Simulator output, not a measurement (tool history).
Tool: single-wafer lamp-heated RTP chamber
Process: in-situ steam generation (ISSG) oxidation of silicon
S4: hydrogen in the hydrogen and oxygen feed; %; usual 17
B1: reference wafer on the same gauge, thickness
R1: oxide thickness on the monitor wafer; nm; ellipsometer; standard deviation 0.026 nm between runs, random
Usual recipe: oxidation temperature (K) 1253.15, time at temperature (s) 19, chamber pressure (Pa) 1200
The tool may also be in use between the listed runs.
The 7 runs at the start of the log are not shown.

Run 8, hour 472.5: usual settings but S4 11 %; B1 5.611. Result: R1 4.486 nm.
Run 9, hour 535.7: usual settings but S4 11 %; B1 5.625. Result: R1 4.511 nm.
Run 10, hour 577.7: usual settings; B1 5.61. Result: R1 4.932 nm.
Run 11, hour 644.1: usual settings; B1 5.605. Result: R1 4.935 nm.
At hour 688.9: pyrometer window cleaned and pyrometer calibrated.
Run 12, hour 815.3: usual settings; B1 5.622. Result: R1 4.885 nm.
Run 13, hour 877.5: usual settings; B1 5.626. Result: R1 4.898 nm.
At hour 900.3: pressure gauge zeroed.
At hour 915.9: hydrogen flow controller replaced.
Run 14, hour 948.8: usual settings; B1 5.625. Result: R1 4.923 nm.
Run 15, hour 999.5: usual settings but oxidation temperature (K) 1241.15; B1 5.624. Result: R1 4.772 nm.
Run 16, hour 1062.6: usual settings but oxidation temperature (K) 1241.15; B1 5.629. Result: R1 4.698 nm.
Run 17, hour 1093.1: usual settings but oxidation temperature (K) 1266.15; B1 5.618. Result: R1 5.194 nm.
At hour 1115.7: pyrometer window cleaned and pyrometer calibrated.
Run 18, hour 1123.9: usual settings but time at temperature (s) 15, chamber pressure (Pa) 1307; B1 5.626. Result: R1 4.254 nm.
Run 19, hour 1174.1: usual settings but time at temperature (s) 26, chamber pressure (Pa) 1013; B1 5.634. Result: R1 5.643 nm.
Run 20, hour 1225.5: usual settings but time at temperature (s) 26, chamber pressure (Pa) 1013; B1 5.616. Result: R1 5.586 nm.

What does the tool deliver on the next run?
At hour 1243.5: gauge calibrated.
Run 21, hour 1265.9: usual settings but time at temperature (s) 26; B1 ?. Result: R1 ?.

B1: 5.612
R1: 5.643 nm
Minus the tool's unlogged condition, the same run would have read R1 5.476 nm.
